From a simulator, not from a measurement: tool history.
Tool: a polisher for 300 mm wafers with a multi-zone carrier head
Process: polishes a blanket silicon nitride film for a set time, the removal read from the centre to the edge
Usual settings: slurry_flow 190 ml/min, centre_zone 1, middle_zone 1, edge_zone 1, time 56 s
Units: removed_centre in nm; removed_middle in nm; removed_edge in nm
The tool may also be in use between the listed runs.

run	hour	slurry_flow	centre_zone	middle_zone	edge_zone	time	incoming thickness of the incoming film, nm	removed_centre	removed_middle	removed_edge
1	0	190	1	1	1	56	382.6	116.3	113.7	118.9
2	51.4	190	1	1	1	56	385.8	116.6	113.1	119.2
3	120.4	190	1	1.06	1	56	372.9	116.7	118	120.1
4	171.1	190	1	1.06	1	56	377.4	115.5	120.8	117.2
5	219.4	190	1	1.06	1	56	380.1	116.4	118	119.1
6	270.9	190	1	1	1	56	373.6	115.1	110.7	117.6
7	339.6	190	1	1	1	56	378	114.7	113.8	117.9
8	400.4	190	1	1	1	56	379.4	120.8	118	123
9	429.6	190	1	1	1	56	384.9	122.1	118.1	119.7
10	471.7	190	1	1	1	56	378	118.8	119	122.2
11	494.5	190	1	1	1	56	380.2	117.2	115.2	120.4
12	524.1	190	1.12	1.1	0.95	69	384.9	163	155.2	142.6
13	568.6	190	1	1	0.94	56	381.1	116.4	115	119.2
14	612.2	190	1	1	1	56	384.3	115.7	112.6	120.2
15	662.3	130	1	0.95	1	56	378.3	100	96.6	109.1
16	712.3	190	1.06	1	1.09	56	376.8	120.9	112.2	125.5
17	753.1	190	1	1	1	70	377	141.8	139	148.3
18	801.1	215	1	1	1	56	386.1	117.9	116.7	118.6
19	837.6	210	1	1	0.89	68	380.6	140.8	139.4	136.8
20	883	190	1	1.09	0.95	44	379	87.2	93.3	90.8
21	946.2	190	1	1	1	56	382.1	112.8	112	116.5

Not shown: 11 entries that the log had between the listed runs. Between which runs, and how does the tool's hidden state differ before and after?
Between runs 1 and 2: centre zone pressure recalibrated (hour 24.9)
  slurry flow missing at the pad, %: 25.3 -> 26.4
  measured less the result without the state, removed_centre: -7.9 -> -8.4 nm; removed_middle: -6.8 -> -7.2 nm; removed_edge: -5.2 -> -5.4 nm
Between runs 2 and 3: worn pad replaced by a new one (hour 71.7)
  slurry flow missing at the pad, %: 26.4 -> 27.7
  measured less the result without the state, removed_centre: -8.4 -> -9 nm; removed_middle: -7.2 -> -8.1 nm; removed_edge: -5.4 -> -5.9 nm
Between runs 5 and 6: worn pad replaced by a new one (hour 261.5)
  slurry flow missing at the pad, %: 29 -> 29.5
  measured less the result without the state, removed_centre: -9.6 -> -9.7 nm; removed_middle: -8.6 -> -8.3 nm; removed_edge: -6.2 -> -6.3 nm
Between runs 6 and 7: edge zone pressure recalibrated (hour 337.8)
  slurry flow missing at the pad, %: 29.5 -> 30
  measured less the result without the state, removed_centre: -9.7 -> -9.9 nm; removed_middle: -8.3 -> -8.8 nm; removed_edge: -6.3 -> -6.5 nm
Between runs 7 and 8: slurry nozzle cleaned (hour 343)
  slurry flow missing at the pad, %: 30 -> 10.9
  measured less the result without the state, removed_centre: -9.9 -> -2.9 nm; removed_middle: -8.8 -> -2.5 nm; removed_edge: -6.5 -> -1.9 nm
Between runs 8 and 9: centre zone pressure recalibrated (hour 403.3)
  slurry flow missing at the pad, %: 10.9 -> 13.6
  measured less the result without the state, removed_centre: -2.9 -> -3.7 nm; removed_middle: -2.5 -> -3.2 nm; removed_edge: -1.9 -> -2.4 nm
Between runs 9 and 10: worn pad replaced by a new one (hour 471.2)
  slurry flow missing at the pad, %: 13.6 -> 17.1
  measured less the result without the state, removed_centre: -3.7 -> -4.7 nm; removed_middle: -3.2 -> -4.2 nm; removed_edge: -2.4 -> -3.2 nm
Between runs 13 and 14: carrier head's membrane replaced by a new one (hour 590.3)
  slurry flow missing at the pad, %: 23.1 -> 25.2
  measured less the result without the state, removed_centre: -6.9 -> -7.8 nm; removed_middle: -6.1 -> -6.7 nm; removed_edge: -4.5 -> -5.1 nm
Between runs 14 and 15: worn pad replaced by a new one (hour 657)
  slurry flow missing at the pad, %: 25.2 -> 27.1
  measured less the result without the state, removed_centre: -7.8 -> -11.7 nm; removed_middle: -6.7 -> -9.8 nm; removed_edge: -5.1 -> -7.4 nm
Between runs 16 and 17: centre zone pressure recalibrated (hour 735)
  slurry flow missing at the pad, %: 28.7 -> 29.8
  measured less the result without the state, removed_centre: -9.9 -> -12.2 nm; removed_middle: -8.1 -> -10.7 nm; removed_edge: -6.5 -> -8.1 nm
Between runs 18 and 19: worn pad replaced by a new one (hour 837.1)
  slurry flow missing at the pad, %: 30.9 -> 31.6
  measured less the result without the state, removed_centre: -9.4 -> -11.9 nm; removed_middle: -8.2 -> -10.4 nm; removed_edge: -6.1 -> -7.4 nm

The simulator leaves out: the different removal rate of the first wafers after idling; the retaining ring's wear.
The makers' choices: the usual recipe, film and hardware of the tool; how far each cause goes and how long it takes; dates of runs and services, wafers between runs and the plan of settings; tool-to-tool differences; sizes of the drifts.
